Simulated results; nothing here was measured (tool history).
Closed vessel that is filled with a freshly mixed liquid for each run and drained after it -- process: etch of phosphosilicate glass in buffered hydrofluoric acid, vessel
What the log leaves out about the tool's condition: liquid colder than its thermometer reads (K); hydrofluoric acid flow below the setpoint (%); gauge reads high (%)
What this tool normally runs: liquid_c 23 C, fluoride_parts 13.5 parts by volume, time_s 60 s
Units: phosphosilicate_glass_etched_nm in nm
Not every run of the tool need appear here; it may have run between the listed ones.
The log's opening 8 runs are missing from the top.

run,hour,liquid_c,fluoride_parts,time_s,wafers since the last listed run,hours since the thermometer was replaced,hours since the hydrofluoric acid flow meter was replaced,hours since the gauge calibration,"read-back film thickness of the phosphosilicate glass reference wafer, read on the same gauge (nm)",phosphosilicate_glass_etched_nm
9,370.9,23,13.5,80,3668,1489.1,576,415.8,79.99,576.08
10,413.8,23,13.5,80,3552,1532,618.9,458.7,80.04,564.21
11,447.5,23,13.5,80,2791,1565.7,652.6,492.4,80.01,560.58
12,519.2,23,13.5,45,5938,1637.4,724.3,564.1,80.01,314.56
13,561.7,23,13.5,45,3519,1679.9,766.8,606.6,80.01,312.38
14,600.7,23,13.5,45,3229,1718.9,805.8,645.6,79.99,310.48
15,655.5,23,13.5,60,4538,1773.7,860.6,700.4,79.97,416
# hour 675.3: gauge calibrated
16,699.5,23,13.5,60,3644,1817.7,904.6,24.2,79.99,412.24
17,731.9,25,13.5,60,2683,1850.1,937,56.6,79.97,464.85
18,760.9,19.5,16.5,80,2401,1879.1,966,85.6,79.99,370.19
19,786.7,23,13.5,60,2136,1904.9,991.8,111.4,80,412.21
20,847.3,21.5,16.5,95,5018,1965.5,1052.4,172,80,495.01
# hour 867: thermometer replaced
# hour 868.3: hydrofluoric acid flow meter replaced
21,873.4,23,13.5,35,1995,6.4,5.1,198.1,79.98,227.01
22,923.3,20.5,10.5,60,4132,56.3,55,248,80.02,432.63
23,990,23,13.5,60,5524,123,121.7,314.7,80.01,392.21
24,1055.1,23,13.5,40,5391,188.1,186.8,379.8,79.98,254.77
25,1095.3,23,13.5,60,3329,228.3,227,420,79.99,383.58
# hour 1125.8: hydrofluoric acid flow meter replaced, repeated, since the last time left the tool worse
26,1159.8,21,13.5,60,5259,292.8,34,484.5,79.99,400.12
27,1209.1,23,13.5,30,4082,342.1,83.3,533.8,79.98,222.01
28,1273.5,21,17,95,5333,406.5,147.7,598.2,79.97,496.42
29,1297.6,23,13.5,60,1995,430.6,171.8,622.3,80,441.63
30,1334.9,23,13.5,60,3089,467.9,209.1,659.6,80,437.42
31,1366.1,27.5,9,70,2583,499.1,240.3,690.8,80.01,937.41
32,1392.3,21.5,18,45,2169,525.3,266.5,717,79.99,227.34
33,1450.6,23,12,60,4828,583.6,324.8,775.3,79.99,497.52

Branching from run 33: 3 alternative next runs. What would each branch give?
A,1451.3,23,13.5,60,57,584.3,325.5,776,?,?
B,1451.3,28,13.5,60,57,584.3,325.5,776,?,?
C,1451.3,23,13.5,90,57,584.3,325.5,776,?,?

run,"read-back film thickness of the phosphosilicate glass reference wafer, read on the same gauge (nm)",phosphosilicate_glass_etched_nm
A,79.98,428.44
B,79.98,561.46
C,79.98,642.66
What these runs would have given with no unlogged condition in the tool:
run,phosphosilicate_glass_etched_nm
A,440.52
B,577.26
C,660.78
